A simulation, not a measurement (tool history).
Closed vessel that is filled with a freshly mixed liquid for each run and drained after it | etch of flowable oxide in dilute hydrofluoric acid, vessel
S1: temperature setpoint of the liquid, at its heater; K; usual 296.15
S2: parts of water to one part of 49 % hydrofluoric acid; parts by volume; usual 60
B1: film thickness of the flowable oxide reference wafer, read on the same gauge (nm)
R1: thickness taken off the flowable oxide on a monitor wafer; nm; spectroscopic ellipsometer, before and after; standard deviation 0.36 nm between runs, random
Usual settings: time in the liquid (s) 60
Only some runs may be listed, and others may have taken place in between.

Run 1, hour 0.0: usual settings; B1 60.01. Result: R1 33.67 nm.
Run 2, hour 100.8: usual settings; B1 60.00. Result: R1 33.77 nm.
Run 3, hour 169.1: usual settings; B1 60.02. Result: R1 33.58 nm.
Run 4, hour 237.4: usual settings; B1 59.99. Result: R1 32.66 nm.
Run 5, hour 310.3: usual settings; B1 60.00. Result: R1 32.62 nm.
Run 6, hour 385.9: usual settings; B1 60.00. Result: R1 33.06 nm.
Run 7, hour 474.5: usual settings; B1 60.00. Result: R1 32.29 nm.
Run 8, hour 514.0: usual settings but S1 298.15 K, S2 75 parts by volume; B1 60.03. Result: R1 27.11 nm.
At hour 567.0: hydrofluoric acid flow meter replaced.
At hour 602.0: gauge calibrated.
Run 9, hour 610.8: usual settings but S1 299.15 K, S2 75 parts by volume; B1 60.00. Result: R1 29.77 nm.
Run 10, hour 690.5: usual settings; B1 60.02. Result: R1 34.10 nm.
Run 11, hour 735.5: usual settings; B1 60.00. Result: R1 34.07 nm.
Run 12, hour 801.6: usual settings; B1 59.97. Result: R1 33.32 nm.
Run 13, hour 839.0: usual settings; B1 60.02. Result: R1 33.79 nm.
Run 14, hour 946.0: usual settings; B1 60.00. Result: R1 33.55 nm.
Run 15, hour 1000.5: usual settings but S1 293.15 K, S2 75 parts by volume; B1 60.02. Result: R1 22.41 nm.
Run 16, hour 1085.2: usual settings but S1 300.65 K, S2 85 parts by volume, time in the liquid (s) 95; B1 60.02. Result: R1 43.05 nm.
At hour 1172.6: thermometer replaced.
Run 17, hour 1177.9: usual settings but S2 70 parts by volume; B1 59.97. Result: R1 29.21 nm.
Run 18, hour 1271.4: usual settings but S1 292.15 K, S2 80 parts by volume, time in the liquid (s) 75; B1 60.01. Result: R1 26.38 nm.
Run 19, hour 1321.8: usual settings but S1 300.65 K, time in the liquid (s) 80; B1 60.01. Result: R1 54.08 nm.
Run 20, hour 1409.7: usual settings but time in the liquid (s) 80; B1 60.01. Result: R1 45.28 nm.
Run 21, hour 1474.2: usual settings but S1 300.65 K, S2 75 parts by volume, time in the liquid (s) 50; B1 59.97. Result: R1 26.25 nm.
Run 22, hour 1608.8: usual settings; B1 59.98. Result: R1 33.54 nm.
Run 23, hour 1676.7: usual settings but S2 85 parts by volume, time in the liquid (s) 85; B1 60.01. Result: R1 31.60 nm.
At hour 1720.6: gauge calibrated.
Run 24, hour 1736.6: usual settings but S2 50 parts by volume; B1 59.97. Result: R1 39.74 nm.

Subtracting, for every run, the result it would have given without the tool's unlogged condition from the measured result gives the following. The same run-to-run variation enters both numbers; the gauge's scatter may not:
The tool's hidden condition here consists of: liquid colder than its thermometer reads (K); hydrofluoric acid flow below the setpoint (%); gauge reads high (%).
run     R1
  1  -3.16
  2  -3.56
  3  -3.80
  4  -3.96
  5  -4.23
  6  -4.59
  7  -4.82
  8  -4.18
  9  -2.54
 10  -3.29
 11  -3.44
 12  -3.62
 13  -3.81
 14  -4.20
 15  -2.99
 16  -5.96
 17  -2.18
 18  -2.25
 19  -4.88
 20  -4.53
 21  -2.87
 22  -4.16
 23  -4.24
 24  -5.49
